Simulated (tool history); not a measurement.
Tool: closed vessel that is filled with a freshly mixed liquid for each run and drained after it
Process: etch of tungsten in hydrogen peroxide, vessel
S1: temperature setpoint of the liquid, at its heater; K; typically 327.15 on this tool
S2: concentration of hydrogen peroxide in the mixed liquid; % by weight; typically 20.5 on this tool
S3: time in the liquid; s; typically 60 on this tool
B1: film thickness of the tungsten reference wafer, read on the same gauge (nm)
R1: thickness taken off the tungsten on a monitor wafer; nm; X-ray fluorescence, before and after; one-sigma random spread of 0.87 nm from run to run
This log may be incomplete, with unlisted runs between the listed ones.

run 1 hour=0 | S1=327.15 S2=20.5 S3=60 | B1=80 | R1=144.95
run 2 hour=107.5 | S1=327.15 S2=20.5 S3=60 | B1=79.99 | R1=145.26
run 3 hour=144.9 | S1=323.15 S2=17.5 S3=60 | B1=80.01 | R1=103.68
run 4 hour=200.8 | S1=323.15 S2=17.5 S3=60 | B1=80 | R1=104.83
run 5 hour=260.2 | S1=327.15 S2=19.5 S3=60 | B1=80.02 | R1=139.35
run 6 hour=424.4 | S1=327.15 S2=20.5 S3=60 | B1=79.98 | R1=143.72
run 7 hour=518.1 | S1=327.15 S2=20.5 S3=60 | B1=80.01 | R1=142.64
-- hour=528.8 gauge calibrated
run 8 hour=611.2 | S1=327.15 S2=20.5 S3=60 | B1=80.01 | R1=141.57
run 9 hour=695.8 | S1=327.15 S2=25 S3=40 | B1=79.98 | R1=104.13
-- hour=704.7 thermometer replaced
run 10 hour=803.7 | S1=327.15 S2=20.5 S3=50 | B1=79.98 | R1=125.41
run 11 hour=869 | S1=332.65 S2=17 S3=35 | B1=80 | R1=110.64
run 12 hour=906.2 | S1=327.15 S2=20.5 S3=60 | B1=80 | R1=150.87
-- hour=969.2 peroxide flow meter replaced
run 13 hour=979.9 | S1=335.65 S2=23 S3=30 | B1=79.97 | R1=130.15
-- hour=1055.8 new drum of peroxide connected
run 14 hour=1065.7 | S1=321.15 S2=25.5 S3=60 | B1=80.02 | R1=117.03
run 15 hour=1225.8 | S1=327.15 S2=23.5 S3=60 | B1=80.01 | R1=160.5
run 16 hour=1326 | S1=320.15 S2=19 S3=40 | B1=80 | R1=61.88
run 17 hour=1422.4 | S1=327.15 S2=20.5 S3=60 | B1=80 | R1=148
run 18 hour=1479.7 | S1=331.65 S2=15.5 S3=60 | B1=79.97 | R1=168.08
-- hour=1567.3 gauge calibrated
run 19 hour=1580.3 | S1=323.15 S2=20.5 S3=60 | B1=79.97 | R1=116.36
run 20 hour=1650.9 | S1=337.15 S2=24 S3=35 | B1=80.03 | R1=166.77
run 21 hour=1714.4 | S1=322.15 S2=18.5 S3=60 | B1=80.01 | R1=103.28

Some steps in R1 between neighbouring runs. How much of each would the tool show without its hidden state too (settings, what came in, random variation), and how much is left for the hidden state, with any gauge scatter that isn't in both results?
What the log doesn't record here: liquid colder than its thermometer reads (K); peroxide flow below the setpoint (%); peroxide weaker than its label (%); gauge reads high (%).
Run 8 -> 9: S2 20.5 -> 25, S3 60 -> 40. R1 -37.44 nm: hidden state +2.12, all else -39.56.
Run 9 -> 10: S2 25 -> 20.5, S3 40 -> 50, thermometer replaced. R1 +21.28 nm: hidden state +6.2, all else +15.08.
Run 15 -> 16: S1 327.15 -> 320.15, S2 23.5 -> 19, S3 60 -> 40. R1 -98.62 nm: hidden state +1.42, all else -100.04.
Run 16 -> 17: S1 320.15 -> 327.15, S2 19 -> 20.5, S3 40 -> 60. R1 +86.12 nm: hidden state -2.11, all else +88.23.
